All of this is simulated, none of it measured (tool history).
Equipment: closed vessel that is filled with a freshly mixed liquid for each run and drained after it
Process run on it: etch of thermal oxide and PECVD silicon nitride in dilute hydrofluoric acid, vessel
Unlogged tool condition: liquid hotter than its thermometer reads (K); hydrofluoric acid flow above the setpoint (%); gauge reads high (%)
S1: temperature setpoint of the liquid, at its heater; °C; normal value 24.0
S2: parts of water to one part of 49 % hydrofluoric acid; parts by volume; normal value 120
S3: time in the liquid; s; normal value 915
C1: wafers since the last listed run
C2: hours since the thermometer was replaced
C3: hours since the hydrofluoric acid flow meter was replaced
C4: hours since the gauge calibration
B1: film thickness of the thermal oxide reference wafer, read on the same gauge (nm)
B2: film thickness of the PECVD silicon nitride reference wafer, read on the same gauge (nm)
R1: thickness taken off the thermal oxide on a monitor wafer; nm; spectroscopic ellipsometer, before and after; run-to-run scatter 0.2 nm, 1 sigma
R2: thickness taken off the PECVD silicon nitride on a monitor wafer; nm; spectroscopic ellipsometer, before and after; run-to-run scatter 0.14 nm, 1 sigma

| run | day | S1 | S2 | S3 | C1 | C2 | C3 | C4 | B1 | B2 | R1 | R2 |
|---|---|---|---|---|---|---|---|---|---|---|---|---|
| 1 | 0.000 | 24.0 | 120 | 915 | 0 | 182.8 | 1540.4 | 690.0 | 110.02 | 70.01 | 35.50 | 32.96 |
| 2 | 2.412 | 24.0 | 120 | 915 | 2921 | 240.7 | 1598.3 | 747.9 | 110.02 | 70.04 | 35.32 | 33.06 |
| 3 | 3.075 | 24.0 | 165 | 915 | 802 | 256.6 | 1614.2 | 763.8 | 110.00 | 69.97 | 24.56 | 23.99 |
| 4 | 4.367 | 24.0 | 120 | 915 | 1564 | 287.6 | 1645.2 | 794.8 | 109.99 | 69.97 | 35.41 | 33.18 |
| 5 | 5.483 | 27.5 | 120 | 1210 | 1352 | 314.4 | 1672.0 | 821.6 | 110.01 | 70.02 | 53.33 | 55.27 |
| 6 | 6.558 | 27.5 | 120 | 1210 | 1301 | 340.2 | 1697.8 | 847.4 | 110.01 | 70.02 | 53.90 | 55.68 |
| 7 | 7.300 | 27.5 | 120 | 1210 | 898 | 358.0 | 1715.6 | 865.2 | 110.02 | 70.02 | 53.13 | 55.37 |
|  | 8.171 | hydrofluoric acid flow meter replaced |
|  | 8.458 | gauge calibrated |
| 8 | 10.554 | 24.0 | 120 | 915 | 3890 | 436.1 | 57.2 | 50.3 | 110.01 | 69.99 | 35.56 | 33.63 |
| 9 | 11.562 | 24.0 | 120 | 915 | 1221 | 460.3 | 81.4 | 74.5 | 110.00 | 70.01 | 35.64 | 33.73 |
| 10 | 12.858 | 24.0 | 120 | 915 | 1569 | 491.4 | 112.5 | 105.6 | 109.97 | 70.04 | 35.55 | 33.95 |
| 11 | 14.258 | 22.5 | 120 | 1125 | 1695 | 525.0 | 146.1 | 139.2 | 109.99 | 70.00 | 41.65 | 37.83 |
| 12 | 15.500 | 24.0 | 120 | 915 | 1503 | 554.8 | 175.9 | 169.0 | 109.96 | 70.02 | 36.05 | 34.24 |
| 13 | 16.146 | 24.0 | 120 | 1235 | 782 | 570.3 | 191.4 | 184.5 | 110.00 | 69.97 | 48.74 | 46.00 |
| 14 | 16.662 | 25.5 | 120 | 915 | 625 | 582.7 | 203.8 | 196.9 | 110.04 | 69.95 | 38.09 | 37.56 |
| 15 | 17.988 | 24.0 | 120 | 915 | 1604 | 614.5 | 235.6 | 228.7 | 110.02 | 70.01 | 35.76 | 34.15 |
| 16 | 18.775 | 24.0 | 120 | 915 | 953 | 633.4 | 254.5 | 247.6 | 109.99 | 69.98 | 36.06 | 34.21 |
| 17 | 19.588 | 26.5 | 140 | 1325 | 983 | 652.9 | 274.0 | 267.1 | 109.99 | 70.00 | 47.87 | 49.82 |
| 18 | 20.938 | 28.5 | 65 | 515 | 1634 | 685.3 | 306.4 | 299.5 | 109.98 | 69.96 | 48.24 | 47.61 |
|  | 25.167 | thermometer replaced |
| 19 | 25.271 | 24.0 | 120 | 915 | 5197 | 2.5 | 410.4 | 403.5 | 110.00 | 70.01 | 34.54 | 32.01 |
| 20 | 26.767 | 25.5 | 70 | 1435 | 1811 | 38.4 | 446.3 | 439.4 | 110.00 | 70.01 | 105.04 | 95.48 |
| 21 | 28.121 | 24.0 | 120 | 605 | 1639 | 70.9 | 478.8 | 471.9 | 110.00 | 70.02 | 23.04 | 21.41 |
| 22 | 29.350 | 24.0 | 120 | 915 | 1488 | 100.4 | 508.3 | 501.4 | 109.98 | 70.00 | 34.66 | 32.49 |
| 23 | 30.450 | 25.5 | 70 | 1435 | 1332 | 126.8 | 534.7 | 527.8 | 110.02 | 70.01 | 106.37 | 96.10 |
| 24 | 31.067 | 29.0 | 120 | 1250 | 746 | 141.6 | 549.5 | 542.6 | 110.01 | 70.01 | 57.29 | 60.83 |
| 25 | 31.904 | 19.0 | 120 | 1090 | 1014 | 161.7 | 569.6 | 562.7 | 109.98 | 69.99 | 34.43 | 27.73 |
| 26 | 33.362 | 29.0 | 105 | 1440 | 1766 | 196.7 | 604.6 | 597.7 | 109.99 | 70.00 | 77.62 | 80.99 |

Consider 3 possible next runs. They are alternatives, not a sequence: every one starts from the tool as it was left by run 26. What does each give?
| A | 33.400 | 24.0 | 120 | 915 | 45 | 197.6 | 605.5 | 598.6 | ? | ? | ? | ? |
| B | 33.400 | 25.5 | 175 | 1290 | 45 | 197.6 | 605.5 | 598.6 | ? | ? | ? | ? |
| C | 33.400 | 24.0 | 95 | 1370 | 45 | 197.6 | 605.5 | 598.6 | ? | ? | ? | ? |

| run | B1 | B2 | R1 | R2 |
|---|---|---|---|---|
| A | 109.99 | 70.01 | 35.00 | 32.86 |
| B | 109.99 | 70.01 | 33.57 | 35.06 |
| C | 109.99 | 70.01 | 68.24 | 61.98 |
What these runs would have given with no unlogged condition in the tool:
| run | R1 | R2 |
|---|---|---|
| A | 34.60 | 32.25 |
| B | 33.21 | 34.43 |
| C | 67.46 | 60.81 |

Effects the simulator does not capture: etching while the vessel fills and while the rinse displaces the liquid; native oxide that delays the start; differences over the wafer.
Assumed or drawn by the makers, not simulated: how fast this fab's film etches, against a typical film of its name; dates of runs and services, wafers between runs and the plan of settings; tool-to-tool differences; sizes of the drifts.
